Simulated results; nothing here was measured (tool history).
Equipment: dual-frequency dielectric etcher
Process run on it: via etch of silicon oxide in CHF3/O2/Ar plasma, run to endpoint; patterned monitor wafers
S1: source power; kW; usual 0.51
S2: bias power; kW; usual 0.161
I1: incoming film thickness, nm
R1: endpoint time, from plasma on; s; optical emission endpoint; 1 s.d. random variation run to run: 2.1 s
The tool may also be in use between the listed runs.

Run 1, hour 0: usual settings but S1 0.48 kW, S2 0.184 kW; I1 568.1. Result: R1 312.4 s.
Run 2, hour 10.1: usual settings but S1 0.48 kW, S2 0.184 kW; I1 560.3. Result: R1 304.2 s.
Run 3, hour 21.6: usual settings; I1 559.6. Result: R1 309.9 s.
Run 4, hour 35.9: usual settings but S1 0.54 kW, S2 0.191 kW; I1 564.8. Result: R1 289.4 s.
Run 5, hour 47.8: usual settings but S1 0.54 kW, S2 0.191 kW; I1 560.3. Result: R1 288.3 s.
Run 6, hour 61.2: usual settings but S1 0.54 kW, S2 0.191 kW; I1 559.8. Result: R1 289.3 s.
Run 7, hour 72.7: usual settings but S1 0.61 kW, S2 0.138 kW; I1 556.6. Result: R1 289.5 s.
At hour 88.7: bias power generator calibrated.
At hour 103.2: wet clean of the chamber.
Run 8, hour 103.7: usual settings but S1 0.61 kW, S2 0.138 kW; I1 558.6. Result: R1 293.1 s.
Run 9, hour 104.1: usual settings but S1 0.61 kW, S2 0.138 kW; I1 559. Result: R1 291.1 s.
Run 10, hour 104.5: usual settings but S1 0.61 kW; I1 555.8. Result: R1 282.1 s.
Run 11, hour 115.2: usual settings but S1 0.56 kW, S2 0.151 kW; I1 558.7. Result: R1 296.9 s.
Run 12, hour 128: usual settings but S1 0.48 kW, S2 0.184 kW; I1 560.6. Result: R1 302.2 s.
Run 13, hour 140.3: usual settings; I1 555.7. Result: R1 299.9 s.
At hour 164.9: upper electrode replaced.
Run 14, hour 165.4: usual settings but S1 0.61 kW, S2 0.18 kW; I1 556.7. Result: R1 275.8 s.
Run 15, hour 171.9: usual settings; I1 563.2. Result: R1 304.9 s.
At hour 176.4: source power generator calibrated.
Run 16, hour 180.6: usual settings but S2 0.141 kW; I1 561.5. Result: R1 316.9 s.
Run 17, hour 198.5: usual settings but S2 0.186 kW; I1 562.2. Result: R1 299.9 s.
Run 18, hour 214.6: usual settings but S1 0.44 kW, S2 0.122 kW; I1 561.2. Result: R1 346.1 s.
Run 19, hour 221.2: usual settings but S1 0.42 kW, S2 0.124 kW; I1 557. Result: R1 352.3 s.

3 ways to go on from here, each from the tool as it stands after run 19. What would each give?
Run A, hour 221.7: usual settings; I1 563.2. Result: R1 ?.
Run B, hour 221.7: usual settings but S1 0.62 kW; I1 563.2. Result: R1 ?.
Run C, hour 221.7: usual settings but S1 0.44 kW, S2 0.175 kW; I1 563.2. Result: R1 ?.

run     R1
  A  312.5
  B  286.5
  C    328
With the hidden condition removed and each run's random variation left untouched, the same runs would have given:
run     R1
  A  312.5
  B  286.5
  C    328
